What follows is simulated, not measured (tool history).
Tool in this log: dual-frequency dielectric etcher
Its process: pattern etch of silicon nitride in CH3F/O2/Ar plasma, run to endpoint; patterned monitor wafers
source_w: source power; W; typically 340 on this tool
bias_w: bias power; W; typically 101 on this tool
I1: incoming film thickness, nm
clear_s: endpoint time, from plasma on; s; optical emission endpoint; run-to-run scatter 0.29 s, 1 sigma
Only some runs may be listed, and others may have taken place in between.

run 1 hour=0 | source_w=340 bias_w=101 | I1=49.28 | clear_s=62.4
run 2 hour=9.7 | source_w=340 bias_w=101 | I1=49.83 | clear_s=62.9
run 3 hour=23.8 | source_w=340 bias_w=101 | I1=48.93 | clear_s=61.3
run 4 hour=35.4 | source_w=340 bias_w=101 | I1=49.83 | clear_s=62.3
run 5 hour=44.8 | source_w=340 bias_w=101 | I1=49.31 | clear_s=62
run 6 hour=71 | source_w=340 bias_w=87 | I1=49.07 | clear_s=66.2
run 7 hour=73.8 | source_w=340 bias_w=101 | I1=49.25 | clear_s=63.7
run 8 hour=90.7 | source_w=340 bias_w=101 | I1=48.61 | clear_s=63
run 9 hour=98.5 | source_w=360 bias_w=111 | I1=48.73 | clear_s=60.9
run 10 hour=115.6 | source_w=280 bias_w=101 | I1=49.36 | clear_s=67.5
run 11 hour=118.3 | source_w=340 bias_w=101 | I1=48.73 | clear_s=62.9
run 12 hour=129.4 | source_w=390 bias_w=91 | I1=49.05 | clear_s=62.3
run 13 hour=139.9 | source_w=280 bias_w=117 | I1=49.29 | clear_s=63.9
run 14 hour=154 | source_w=370 bias_w=111 | I1=49.59 | clear_s=59.9

The log once held 4 entries between its listed runs, left out of this copy. Where does each go, and what is different about the tool's unlogged condition between the listed run before it and the listed run after it?
Between runs 5 and 6: wet clean of the chamber (hour 70.2); upper electrode replaced (hour 70.5)
  etch rate over this chamber's usual, %: 4.21 -> 0.682
  measured result minus the result with no hidden state, clear_s: -2.6 -> -0.5 s
Between runs 9 and 10: bias power generator calibrated (hour 109.4); source power generator calibrated (hour 115.1)
  etch rate over this chamber's usual, %: 1.1 -> 1.35
  measured result minus the result with no hidden state, clear_s: -0.7 -> -0.9 s

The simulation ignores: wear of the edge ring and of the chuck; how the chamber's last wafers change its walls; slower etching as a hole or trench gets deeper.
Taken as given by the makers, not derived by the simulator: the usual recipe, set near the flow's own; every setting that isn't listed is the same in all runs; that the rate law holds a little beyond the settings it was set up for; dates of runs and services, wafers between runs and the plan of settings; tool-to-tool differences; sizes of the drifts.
